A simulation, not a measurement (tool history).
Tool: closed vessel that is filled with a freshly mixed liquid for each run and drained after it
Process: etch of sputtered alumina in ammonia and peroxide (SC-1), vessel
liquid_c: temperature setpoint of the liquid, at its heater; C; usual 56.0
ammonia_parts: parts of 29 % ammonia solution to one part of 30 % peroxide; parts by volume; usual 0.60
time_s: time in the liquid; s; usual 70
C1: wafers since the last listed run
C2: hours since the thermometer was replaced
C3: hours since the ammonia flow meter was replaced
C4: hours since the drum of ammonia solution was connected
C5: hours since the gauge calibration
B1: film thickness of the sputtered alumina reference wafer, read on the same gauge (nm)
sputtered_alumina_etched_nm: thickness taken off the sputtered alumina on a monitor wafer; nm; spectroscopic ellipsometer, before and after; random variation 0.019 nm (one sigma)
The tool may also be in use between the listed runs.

Run 1, day 0.000: usual settings; C1 0; C2 2155.0; C3 292.8; C4 875.3; C5 110.5; B1 50.00. Result: sputtered_alumina_etched_nm 4.14 nm.
Run 2, day 1.033: usual settings; C1 3364; C2 2179.8; C3 317.6; C4 900.1; C5 135.3; B1 49.98. Result: sputtered_alumina_etched_nm 4.14 nm.
Run 3, day 1.825: usual settings; C1 2577; C2 2198.8; C3 336.6; C4 919.1; C5 154.3; B1 50.01. Result: sputtered_alumina_etched_nm 4.11 nm.
Run 4, day 3.183: usual settings; C1 4422; C2 2231.4; C3 369.2; C4 951.7; C5 186.9; B1 50.00. Result: sputtered_alumina_etched_nm 4.12 nm.
Run 5, day 3.979: usual settings but liquid_c 53.0 C, ammonia_parts 0.80 parts by volume; C1 2590; C2 2250.5; C3 388.3; C4 970.8; C5 206.0; B1 50.00. Result: sputtered_alumina_etched_nm 3.60 nm.
At day 4.917: thermometer replaced.
Run 6, day 5.246: usual settings but liquid_c 53.0 C, ammonia_parts 0.80 parts by volume; C1 3988; C2 7.9; C3 418.7; C4 1001.2; C5 236.4; B1 49.95. Result: sputtered_alumina_etched_nm 4.11 nm.
Run 7, day 6.492: usual settings; C1 4055; C2 37.8; C3 448.6; C4 1031.1; C5 266.3; B1 50.00. Result: sputtered_alumina_etched_nm 4.69 nm.
At day 7.404: new drum of ammonia solution connected.
Run 8, day 7.758: usual settings but liquid_c 47.0 C, ammonia_parts 0.85 parts by volume, time_s 90 s; C1 3988; C2 68.2; C3 479.0; C4 8.5; C5 296.7; B1 49.97. Result: sputtered_alumina_etched_nm 3.81 nm.
At day 7.825: ammonia flow meter replaced.
Run 9, day 8.983: usual settings but liquid_c 48.5 C, ammonia_parts 0.75 parts by volume, time_s 85 s; C1 3852; C2 97.6; C3 27.8; C4 37.9; C5 326.1; B1 50.00. Result: sputtered_alumina_etched_nm 3.87 nm.
Run 10, day 9.821: usual settings but ammonia_parts 0.75 parts by volume; C1 2726; C2 117.7; C3 47.9; C4 58.0; C5 346.2; B1 49.97. Result: sputtered_alumina_etched_nm 4.73 nm.
Run 11, day 11.225: usual settings but liquid_c 62.5 C, ammonia_parts 0.70 parts by volume, time_s 45 s; C1 4571; C2 151.4; C3 81.6; C4 91.7; C5 379.9; B1 50.01. Result: sputtered_alumina_etched_nm 4.26 nm.
At day 11.450: gauge calibrated.
Run 12, day 12.517: usual settings but ammonia_parts 0.85 parts by volume; C1 4205; C2 182.4; C3 112.6; C4 122.7; C5 25.6; B1 50.02. Result: sputtered_alumina_etched_nm 4.79 nm.
Run 13, day 13.538: usual settings but liquid_c 51.5 C; C1 3323; C2 206.9; C3 137.1; C4 147.2; C5 50.1; B1 49.98. Result: sputtered_alumina_etched_nm 3.64 nm.
Run 14, day 14.042: usual settings but liquid_c 53.0 C, ammonia_parts 0.80 parts by volume; C1 1641; C2 219.0; C3 149.2; C4 159.3; C5 62.2; B1 49.99. Result: sputtered_alumina_etched_nm 4.08 nm.
Run 15, day 14.592: usual settings but liquid_c 65.0 C, ammonia_parts 0.50 parts by volume, time_s 60 s; C1 1790; C2 232.2; C3 162.4; C4 172.5; C5 75.4; B1 50.06. Result: sputtered_alumina_etched_nm 6.23 nm.

The tool's hidden state at each run:
ammonia flow below the setpoint (%): 0 in every run
ammonia solution weaker than its label (%): 0 in every run
gauge reads high (%): 0 in every run
H1: liquid colder than its thermometer reads (K)
run     H1
  1   2.67
  2   2.69
  3   2.71
  4   2.75
  5   2.77
  6  0.289
  7   0.32
  8  0.353
  9  0.384
 10  0.406
 11  0.442
 12  0.475
 13  0.501
 14  0.514
 15  0.528
